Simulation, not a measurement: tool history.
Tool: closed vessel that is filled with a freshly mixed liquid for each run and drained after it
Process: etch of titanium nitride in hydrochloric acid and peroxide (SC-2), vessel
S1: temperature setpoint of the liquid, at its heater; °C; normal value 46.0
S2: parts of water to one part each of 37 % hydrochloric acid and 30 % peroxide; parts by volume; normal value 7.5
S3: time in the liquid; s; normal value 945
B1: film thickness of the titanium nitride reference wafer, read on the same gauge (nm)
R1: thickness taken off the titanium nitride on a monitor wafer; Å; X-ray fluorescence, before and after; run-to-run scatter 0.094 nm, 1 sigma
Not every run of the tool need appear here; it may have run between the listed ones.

| run | hour | S1 | S2 | S3 | B1 | R1 |
|---|---|---|---|---|---|---|
| 1 | 0.0 | 46.0 | 7.5 | 945 | 89.99 | 278.1 |
| 2 | 16.5 | 46.0 | 7.5 | 945 | 90.02 | 277.7 |
| 3 | 25.5 | 46.0 | 7.5 | 1170 | 89.98 | 345.7 |
| 4 | 40.5 | 46.0 | 7.5 | 1170 | 90.00 | 343.7 |
| 5 | 53.1 | 46.0 | 7.5 | 945 | 90.00 | 278.1 |
| 6 | 63.0 | 46.0 | 7.5 | 945 | 89.99 | 277.6 |
| 7 | 71.6 | 46.0 | 7.5 | 945 | 90.01 | 277.7 |
| 8 | 80.2 | 46.0 | 7.5 | 945 | 90.02 | 276.5 |
|  | 82.2 | new drum of peroxide connected |
| 9 | 92.1 | 46.0 | 7.5 | 945 | 89.99 | 298.8 |
| 10 | 104.0 | 46.0 | 7.5 | 945 | 90.02 | 299.5 |
| 11 | 118.2 | 46.0 | 7.5 | 945 | 90.00 | 298.3 |
| 12 | 132.3 | 41.5 | 7.5 | 725 | 89.99 | 167.8 |
| 13 | 150.1 | 46.0 | 7.5 | 1460 | 90.01 | 458.9 |
| 14 | 163.1 | 46.0 | 4.0 | 945 | 90.03 | 470.6 |
| 15 | 174.0 | 53.5 | 11.0 | 380 | 90.01 | 144.6 |
| 16 | 183.6 | 54.5 | 4.0 | 1400 | 90.01 | 1229.9 |
| 17 | 190.4 | 46.0 | 7.5 | 945 | 90.00 | 298.3 |
|  | 200.9 | chemicals flow meter replaced |
| 18 | 201.4 | 46.0 | 9.0 | 1445 | 89.99 | 393.7 |
|  | 205.6 | gauge calibrated |
|  | 209.6 | thermometer replaced |
| 19 | 216.1 | 36.5 | 4.5 | 1210 | 90.03 | 285.2 |
| 20 | 226.7 | 46.0 | 7.5 | 945 | 89.94 | 298.2 |
| 21 | 243.3 | 46.0 | 4.5 | 1495 | 90.01 | 687.8 |
| 22 | 258.2 | 46.0 | 7.5 | 945 | 90.00 | 297.0 |
| 23 | 270.0 | 54.0 | 9.0 | 1445 | 90.02 | 666.4 |

3 options for the next run, each taken on its own from the tool as it stands now. Forecast them:
| A | 270.9 | 46.0 | 7.5 | 945 | ? | ? |
| B | 270.9 | 46.0 | 5.0 | 945 | ? | ? |
| C | 270.9 | 46.0 | 8.5 | 595 | ? | ? |

| run | B1 | R1 |
|---|---|---|
| A | 89.98 | 295.6 |
| B | 89.98 | 401.4 |
| C | 89.98 | 168.4 |
What these runs would have given with no unlogged condition in the tool:
| run | R1 |
|---|---|
| A | 299.1 |
| B | 405.9 |
| C | 170.4 |

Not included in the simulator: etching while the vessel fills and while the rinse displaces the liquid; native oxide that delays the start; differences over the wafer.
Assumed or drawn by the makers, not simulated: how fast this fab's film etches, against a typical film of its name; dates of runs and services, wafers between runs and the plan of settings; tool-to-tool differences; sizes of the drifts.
